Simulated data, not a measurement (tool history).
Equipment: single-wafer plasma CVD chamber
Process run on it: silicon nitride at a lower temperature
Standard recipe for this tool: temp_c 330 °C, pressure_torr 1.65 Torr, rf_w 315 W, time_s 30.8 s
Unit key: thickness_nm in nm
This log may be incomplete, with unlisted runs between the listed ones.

run,hour,temp_c,pressure_torr,rf_w,time_s,wafers since the last listed run,hours since the last thermocouple change,hours since the last RF generator calibration,hours since the last manometer calibration,hours since the showerhead was replaced,hours since the gauge calibration,"read-back reference wafer on the same gauge, thickness_nm",thickness_nm
1,0.0,330,1.65,315,30.8,0,2379.6,1628.0,826.0,1633.2,1162.2,31.174,34.389
2,96.5,337,1.65,315,30.8,2872,2476.1,1724.5,922.5,1729.7,1258.7,31.210,34.725
3,138.1,330,1.65,330,30.8,1238,2517.7,1766.1,964.1,1771.3,1300.3,31.188,36.225
4,234.5,330,1.65,330,30.8,2869,2614.1,1862.5,1060.5,1867.7,1396.7,31.198,36.069
# hour 268.2: thermocouple changed; heater temperature recalibrated
5,306.3,337,1.33,315,30.8,1899,38.1,1934.3,1132.3,1939.5,1468.5,31.194,32.741
6,347.6,330,1.65,315,30.8,1229,79.4,1975.6,1173.6,1980.8,1509.8,31.144,34.757
7,501.4,336,1.65,315,26.6,4578,233.2,2129.4,1327.4,2134.6,1663.6,31.172,30.013
8,540.9,337,1.93,300,27.2,1175,272.7,2168.9,1366.9,2174.1,1703.1,31.233,30.209
9,640.8,330,1.78,315,30.8,2973,372.6,2268.8,1466.8,2274.0,1803.0,31.205,35.072
10,699.1,324,1.48,335,27.0,1735,430.9,2327.1,1525.1,2332.3,1861.3,31.194,31.277
11,768.2,330,1.65,315,30.8,2056,500.0,2396.2,1594.2,2401.4,1930.4,31.187,34.386
12,824.8,330,1.65,375,30.8,1684,556.6,2452.8,1650.8,2458.0,1987.0,31.208,40.921
# hour 919.9: showerhead replaced
13,925.8,321,1.82,330,29.1,2768,657.6,2553.8,1751.8,5.9,2088.0,31.171,34.917
# hour 966.3: RF generator calibrated
14,966.8,330,1.65,375,27.0,982,698.6,0.5,1792.8,46.9,2129.0,31.189,35.213
15,1044.3,321,1.65,315,30.8,2306,776.1,78.0,1870.3,124.4,2206.5,31.178,34.448
# hour 1092.9: capacitance manometer re-zeroed and calibrated
16,1102.9,330,1.65,315,30.8,1506,834.7,136.6,10.0,183.0,2265.1,31.149,34.702
17,1184.5,336,1.65,315,30.8,2429,916.3,218.2,91.6,264.6,2346.7,31.161,34.497
18,1249.1,342,1.31,335,32.4,1922,980.9,282.8,156.2,329.2,2411.3,31.111,36.715
# hour 1257.4: gauge calibrated
19,1289.0,341,1.35,315,35.3,1187,1020.8,322.7,196.1,369.1,31.6,31.091,37.728
20,1349.6,330,1.46,290,30.8,1803,1081.4,383.3,256.7,429.7,92.2,31.196,31.239
21,1388.4,330,1.82,315,24.9,1154,1120.2,422.1,295.5,468.5,131.0,31.272,28.494
22,1532.3,337,1.33,315,30.8,4283,1264.1,566.0,439.4,612.4,274.9,31.181,32.678
23,1575.7,330,1.38,275,30.8,1291,1307.5,609.4,482.8,655.8,318.3,31.206,28.758
24,1655.8,335,1.65,315,27.9,2384,1387.6,689.5,562.9,735.9,398.4,31.193,31.523
25,1713.8,330,1.43,370,30.8,1726,1445.6,747.5,620.9,793.9,456.4,31.097,38.577
26,1820.4,334,1.65,315,30.8,3173,1552.2,854.1,727.5,900.5,563.0,31.193,34.684
27,2058.8,344,1.49,315,30.8,7096,1790.6,1092.5,965.9,1138.9,801.4,31.263,33.587
28,2163.1,339,1.88,315,33.1,3104,1894.9,1196.8,1070.2,1243.2,905.7,31.193,38.305

4 ways to go on from here, each from the tool as it stands after run 28. What would each give?
A,2163.5,330,1.65,315,30.8,11,1895.3,1197.2,1070.6,1243.6,906.1,?,?
B,2163.5,330,1.65,315,32.5,11,1895.3,1197.2,1070.6,1243.6,906.1,?,?
C,2163.5,344,1.65,315,30.8,11,1895.3,1197.2,1070.6,1243.6,906.1,?,?
D,2163.5,330,1.36,315,32.4,11,1895.3,1197.2,1070.6,1243.6,906.1,?,?

run,"read-back reference wafer on the same gauge, thickness_nm",thickness_nm
A,31.185,34.566
B,31.185,36.470
C,31.185,34.395
D,31.185,34.764
Take away the tool's hidden state, keep each run's random variation, and the runs would have read:
run,thickness_nm
A,34.566
B,36.470
C,34.395
D,34.764

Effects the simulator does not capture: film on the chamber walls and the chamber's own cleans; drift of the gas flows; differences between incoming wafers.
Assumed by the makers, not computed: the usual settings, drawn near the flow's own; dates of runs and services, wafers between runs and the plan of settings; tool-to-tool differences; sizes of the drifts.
